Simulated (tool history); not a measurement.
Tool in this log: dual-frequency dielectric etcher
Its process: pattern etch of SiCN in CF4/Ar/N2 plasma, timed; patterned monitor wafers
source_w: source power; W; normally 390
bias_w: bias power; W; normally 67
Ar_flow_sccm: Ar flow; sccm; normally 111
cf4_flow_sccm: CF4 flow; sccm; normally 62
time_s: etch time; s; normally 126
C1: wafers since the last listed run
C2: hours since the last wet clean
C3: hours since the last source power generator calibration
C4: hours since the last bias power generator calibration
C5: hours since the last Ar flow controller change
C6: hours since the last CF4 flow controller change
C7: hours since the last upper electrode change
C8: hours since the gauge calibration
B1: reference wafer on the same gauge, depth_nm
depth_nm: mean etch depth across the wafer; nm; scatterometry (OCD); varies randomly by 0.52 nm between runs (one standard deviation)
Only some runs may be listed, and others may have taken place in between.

{"run": 1, "hour": 0.0, "source_w": 390, "bias_w": 67, "Ar_flow_sccm": 111, "cf4_flow_sccm": 59, "time_s": 126, "C1": 0, "C2": 202.4, "C3": 2228.6, "C4": 114.3, "C5": 1454.7, "C6": 121.2, "C7": 76.8, "C8": 1079.7, "B1": 105.5, "depth_nm": 95.9}
{"run": 2, "hour": 14.0, "source_w": 390, "bias_w": 58, "Ar_flow_sccm": 111, "cf4_flow_sccm": 62, "time_s": 126, "C1": 100, "C2": 216.4, "C3": 2242.6, "C4": 128.3, "C5": 1468.7, "C6": 135.2, "C7": 90.8, "C8": 1093.7, "B1": 105.6, "depth_nm": 93}
{"run": 3, "hour": 43.3, "source_w": 390, "bias_w": 76, "Ar_flow_sccm": 130, "cf4_flow_sccm": 58, "time_s": 126, "C1": 210, "C2": 245.7, "C3": 2271.9, "C4": 157.6, "C5": 1498, "C6": 164.5, "C7": 120.1, "C8": 1123, "B1": 105.5, "depth_nm": 97.1}
{"run": 4, "hour": 146.2, "source_w": 390, "bias_w": 67, "Ar_flow_sccm": 111, "cf4_flow_sccm": 77, "time_s": 115.5, "C1": 738, "C2": 348.6, "C3": 2374.8, "C4": 260.5, "C5": 1600.9, "C6": 267.4, "C7": 223, "C8": 1225.9, "B1": 105.6, "depth_nm": 89.9}
{"hour": 168.1, "done": "Ar flow controller replaced"}
{"run": 5, "hour": 181.2, "source_w": 460, "bias_w": 67, "Ar_flow_sccm": 111, "cf4_flow_sccm": 62, "time_s": 126, "C1": 208, "C2": 383.6, "C3": 2409.8, "C4": 295.5, "C5": 13.1, "C6": 302.4, "C7": 258, "C8": 1260.9, "B1": 105.6, "depth_nm": 113.9}
{"run": 6, "hour": 214.9, "source_w": 390, "bias_w": 84, "Ar_flow_sccm": 95, "cf4_flow_sccm": 68, "time_s": 126, "C1": 241, "C2": 417.3, "C3": 2443.5, "C4": 329.2, "C5": 46.8, "C6": 336.1, "C7": 291.7, "C8": 1294.6, "B1": 105.5, "depth_nm": 107.5}
{"run": 7, "hour": 250.9, "source_w": 390, "bias_w": 67, "Ar_flow_sccm": 111, "cf4_flow_sccm": 62, "time_s": 126, "C1": 258, "C2": 453.3, "C3": 2479.5, "C4": 365.2, "C5": 82.8, "C6": 372.1, "C7": 327.7, "C8": 1330.6, "B1": 105.7, "depth_nm": 95.9}
{"hour": 295.5, "done": "wet clean of the chamber"}
{"run": 8, "hour": 296.0, "source_w": 390, "bias_w": 67, "Ar_flow_sccm": 111, "cf4_flow_sccm": 59, "time_s": 126, "C1": 151, "C2": 0.5, "C3": 2524.6, "C4": 410.3, "C5": 127.9, "C6": 417.2, "C7": 372.8, "C8": 1375.7, "B1": 105.5, "depth_nm": 98.1}
{"run": 9, "hour": 307.3, "source_w": 350, "bias_w": 67, "Ar_flow_sccm": 111, "cf4_flow_sccm": 55, "time_s": 126, "C1": 81, "C2": 11.8, "C3": 2535.9, "C4": 421.6, "C5": 139.2, "C6": 428.5, "C7": 384.1, "C8": 1387, "B1": 105.6, "depth_nm": 86.2}
{"run": 10, "hour": 338.1, "source_w": 350, "bias_w": 67, "Ar_flow_sccm": 111, "cf4_flow_sccm": 55, "time_s": 126, "C1": 221, "C2": 42.6, "C3": 2566.7, "C4": 452.4, "C5": 170, "C6": 459.3, "C7": 414.9, "C8": 1417.8, "B1": 105.5, "depth_nm": 86.5}
{"run": 11, "hour": 370.0, "source_w": 360, "bias_w": 67, "Ar_flow_sccm": 111, "cf4_flow_sccm": 62, "time_s": 126, "C1": 228, "C2": 74.5, "C3": 2598.6, "C4": 484.3, "C5": 201.9, "C6": 491.2, "C7": 446.8, "C8": 1449.7, "B1": 105.5, "depth_nm": 90}
{"run": 12, "hour": 401.1, "source_w": 390, "bias_w": 67, "Ar_flow_sccm": 111, "cf4_flow_sccm": 62, "time_s": 126, "C1": 223, "C2": 105.6, "C3": 2629.7, "C4": 515.4, "C5": 233, "C6": 522.3, "C7": 477.9, "C8": 1480.8, "B1": 105.6, "depth_nm": 97.1}
{"hour": 409.3, "done": "gauge calibrated"}
{"hour": 472.5, "done": "source power generator calibrated"}
{"run": 13, "hour": 489.0, "source_w": 420, "bias_w": 67, "Ar_flow_sccm": 121, "cf4_flow_sccm": 62, "time_s": 149, "C1": 602, "C2": 193.5, "C3": 16.5, "C4": 603.3, "C5": 320.9, "C6": 610.2, "C7": 565.8, "C8": 79.7, "B1": 105.5, "depth_nm": 121.6}
{"run": 14, "hour": 516.0, "source_w": 390, "bias_w": 57, "Ar_flow_sccm": 111, "cf4_flow_sccm": 74, "time_s": 126, "C1": 193, "C2": 220.5, "C3": 43.5, "C4": 630.3, "C5": 347.9, "C6": 637.2, "C7": 592.8, "C8": 106.7, "B1": 105.6, "depth_nm": 94.2}
{"run": 15, "hour": 548.3, "source_w": 390, "bias_w": 67, "Ar_flow_sccm": 111, "cf4_flow_sccm": 62, "time_s": 126, "C1": 231, "C2": 252.8, "C3": 75.8, "C4": 662.6, "C5": 380.2, "C6": 669.5, "C7": 625.1, "C8": 139, "B1": 105.7, "depth_nm": 96.8}
{"run": 16, "hour": 572.4, "source_w": 340, "bias_w": 67, "Ar_flow_sccm": 111, "cf4_flow_sccm": 76, "time_s": 108, "C1": 172, "C2": 276.9, "C3": 99.9, "C4": 686.7, "C5": 404.3, "C6": 693.6, "C7": 649.2, "C8": 163.1, "B1": 105.5, "depth_nm": 73.7}
{"run": 17, "hour": 607.2, "source_w": 390, "bias_w": 54, "Ar_flow_sccm": 91, "cf4_flow_sccm": 58, "time_s": 126, "C1": 249, "C2": 311.7, "C3": 134.7, "C4": 721.5, "C5": 439.1, "C6": 728.4, "C7": 684, "C8": 197.9, "B1": 105.4, "depth_nm": 89.8}
{"hour": 694.2, "done": "wet clean of the chamber"}
{"run": 18, "hour": 694.7, "source_w": 310, "bias_w": 67, "Ar_flow_sccm": 136, "cf4_flow_sccm": 62, "time_s": 109, "C1": 455, "C2": 0.5, "C3": 222.2, "C4": 809, "C5": 526.6, "C6": 815.9, "C7": 771.5, "C8": 285.4, "B1": 105.5, "depth_nm": 65.5}
{"run": 19, "hour": 713.7, "source_w": 310, "bias_w": 67, "Ar_flow_sccm": 136, "cf4_flow_sccm": 62, "time_s": 109, "C1": 136, "C2": 19.5, "C3": 241.2, "C4": 828, "C5": 545.6, "C6": 834.9, "C7": 790.5, "C8": 304.4, "B1": 105.6, "depth_nm": 65.6}

Run 20, settings as shown, results not yet in. Your forecast:
{"run": 20, "hour": 732.9, "source_w": 390, "bias_w": 56, "Ar_flow_sccm": 94, "cf4_flow_sccm": 62, "time_s": 136.5, "C1": 137, "C2": 38.7, "C3": 260.4, "C4": 847.2, "C5": 564.8, "C6": 854.1, "C7": 809.7, "C8": 323.6, "B1": "?", "depth_nm": "?"}

{"run 20": {"B1": 105.5, "depth_nm": 103.3}}
Minus the tool's unlogged condition, the same run would have read depth_nm 103.4 nm.
